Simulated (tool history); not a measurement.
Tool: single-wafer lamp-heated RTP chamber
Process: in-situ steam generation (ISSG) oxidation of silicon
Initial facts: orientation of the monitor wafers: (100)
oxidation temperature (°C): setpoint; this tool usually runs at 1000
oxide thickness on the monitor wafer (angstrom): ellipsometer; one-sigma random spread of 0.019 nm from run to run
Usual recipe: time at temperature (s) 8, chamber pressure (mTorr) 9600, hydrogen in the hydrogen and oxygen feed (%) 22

| run | day | oxidation temperature (°C) | time at temperature (s) | chamber pressure (mTorr) | hydrogen in the hydrogen and oxygen feed (%) | wafers since the last listed run | wafers since the last pyrometer calibration | hours since the pressure gauge was zeroed | hours since the hydrogen flow controller was replaced | hours since the gauge calibration | read-back reference wafer on the same gauge, thickness | oxide thickness on the monitor wafer (angstrom) |
|---|---|---|---|---|---|---|---|---|---|---|---|---|
| 1 | 0 | 1000 | 9 | 9600 | 17 | 0 | 3547 | 2460.4 | 5944.4 | 224.2 | 3.308 | 36.53 |
| 2 | 0.558 | 1000 | 9 | 9600 | 17 | 282 | 3829 | 2473.8 | 5957.8 | 237.6 | 3.309 | 36.76 |
|  | 1.196 | pyrometer window cleaned and pyrometer calibrated |
| 3 | 1.217 | 1000 | 8 | 9600 | 22 | 164 | 11 | 2489.6 | 5973.6 | 253.4 | 3.308 | 35.85 |
| 4 | 1.267 | 1000 | 8 | 9600 | 22 | 25 | 36 | 2490.8 | 5974.8 | 254.6 | 3.313 | 35.82 |
| 5 | 1.854 | 1000 | 8 | 9600 | 22 | 297 | 333 | 2504.9 | 5988.9 | 268.7 | 3.312 | 35.65 |
| 6 | 2.129 | 1007 | 8 | 9600 | 22 | 139 | 472 | 2511.5 | 5995.5 | 275.3 | 3.314 | 36.89 |
| 7 | 2.638 | 1007 | 8 | 9600 | 22 | 257 | 730 | 2523.7 | 6007.7 | 287.5 | 3.313 | 36.7 |
| 8 | 2.938 | 1009 | 8 | 9600 | 22 | 151 | 881 | 2530.9 | 6014.9 | 294.7 | 3.307 | 36.96 |
| 9 | 3.504 | 1000 | 8 | 9600 | 22 | 286 | 1168 | 2544.5 | 6028.5 | 308.3 | 3.309 | 35.92 |
| 10 | 3.967 | 1000 | 8 | 9600 | 22 | 234 | 1402 | 2555.6 | 6039.6 | 319.4 | 3.311 | 36.26 |
| 11 | 4.421 | 1000 | 8 | 9600 | 22 | 229 | 1632 | 2566.5 | 6050.5 | 330.3 | 3.308 | 36.08 |
|  | 4.467 | gauge calibrated |
| 12 | 4.896 | 1000 | 8 | 9600 | 22 | 240 | 1872 | 2577.9 | 6061.9 | 10.3 | 3.309 | 36.48 |
| 13 | 5.15 | 1000 | 8 | 9600 | 22 | 128 | 2001 | 2584 | 6068 | 16.4 | 3.308 | 36.58 |
| 14 | 5.408 | 1000 | 8 | 9600 | 22 | 130 | 2132 | 2590.2 | 6074.2 | 22.6 | 3.308 | 36.2 |
| 15 | 5.975 | 1008 | 10 | 10200 | 31 | 286 | 2418 | 2603.8 | 6087.8 | 36.2 | 3.309 | 43.91 |
| 16 | 6.662 | 1011 | 7 | 8600 | 22 | 347 | 2766 | 2620.3 | 6104.3 | 52.7 | 3.306 | 36.47 |
| 17 | 7.192 | 1000 | 7 | 9600 | 22 | 267 | 3034 | 2633 | 6117 | 65.4 | 3.308 | 34.61 |
| 18 | 8.483 | 1005 | 10 | 9600 | 22 | 653 | 3687 | 2664 | 6148 | 96.4 | 3.311 | 41.72 |
|  | 9.196 | pressure gauge zeroed |
|  | 9.542 | pyrometer window cleaned and pyrometer calibrated |
| 19 | 9.562 | 1007 | 5 | 8200 | 27 | 208 | 10 | 8.8 | 6173.9 | 122.3 | 3.311 | 32.96 |
| 20 | 9.708 | 991 | 8 | 9600 | 22 | 73 | 84 | 12.3 | 6177.4 | 125.8 | 3.314 | 34.85 |
|  | 10.621 | hydrogen flow controller replaced |
| 21 | 10.642 | 1000 | 8 | 9600 | 12 | 303 | 388 | 34.7 | 0.5 | 148.2 | 3.305 | 30.92 |
| 22 | 10.954 | 1007 | 11 | 9600 | 15 | 158 | 546 | 42.2 | 8 | 155.7 | 3.312 | 38.6 |
| 23 | 11.683 | 1011 | 7 | 9600 | 22 | 368 | 915 | 59.7 | 25.5 | 173.2 | 3.31 | 35.43 |
| 24 | 12.175 | 1000 | 8 | 9600 | 22 | 248 | 1163 | 71.5 | 37.3 | 185 | 3.309 | 35.92 |
| 25 | 12.712 | 1000 | 9 | 9600 | 17 | 271 | 1435 | 84.4 | 50.2 | 197.9 | 3.309 | 35.64 |
| 26 | 13.392 | 995 | 8 | 10200 | 22 | 343 | 1779 | 100.7 | 66.5 | 214.2 | 3.308 | 35.12 |
| 27 | 13.688 | 1000 | 8 | 9600 | 22 | 149 | 1929 | 107.8 | 73.6 | 221.3 | 3.309 | 36.17 |
| 28 | 14.15 | 1000 | 8 | 10200 | 22 | 234 | 2163 | 118.9 | 84.7 | 232.4 | 3.31 | 35.43 |

Table of differences, measured result less the result of that run with no hidden state. Run-to-run variation is the same in both. Gauge scatter possibly is not:
What the log doesn't record here: true wafer temperature minus pyrometer reading, K; true pressure minus gauge reading, Torr; deviation of the hydrogen flow from its setpoint, %; gauge reads high (%).
| run | oxide thickness on the monitor wafer (angstrom) |
|---|---|
| 1 | +1.01 |
| 2 | +1.17 |
| 3 | +0.09 |
| 4 | +0.09 |
| 5 | +0.1 |
| 6 | +0.12 |
| 7 | +0.13 |
| 8 | +0.16 |
| 9 | +0.18 |
| 10 | +0.23 |
| 11 | +0.27 |
| 12 | +0.33 |
| 13 | +0.37 |
| 14 | +0.4 |
| 15 | +0.69 |
| 16 | +0.64 |
| 17 | +0.65 |
| 18 | +1.35 |
| 19 | +0.05 |
| 20 | +0.06 |
| 21 | +0.07 |
| 22 | +0.13 |
| 23 | +0.14 |
| 24 | +0.18 |
| 25 | +0.25 |
| 26 | +0.3 |
| 27 | +0.37 |
| 28 | +0.43 |
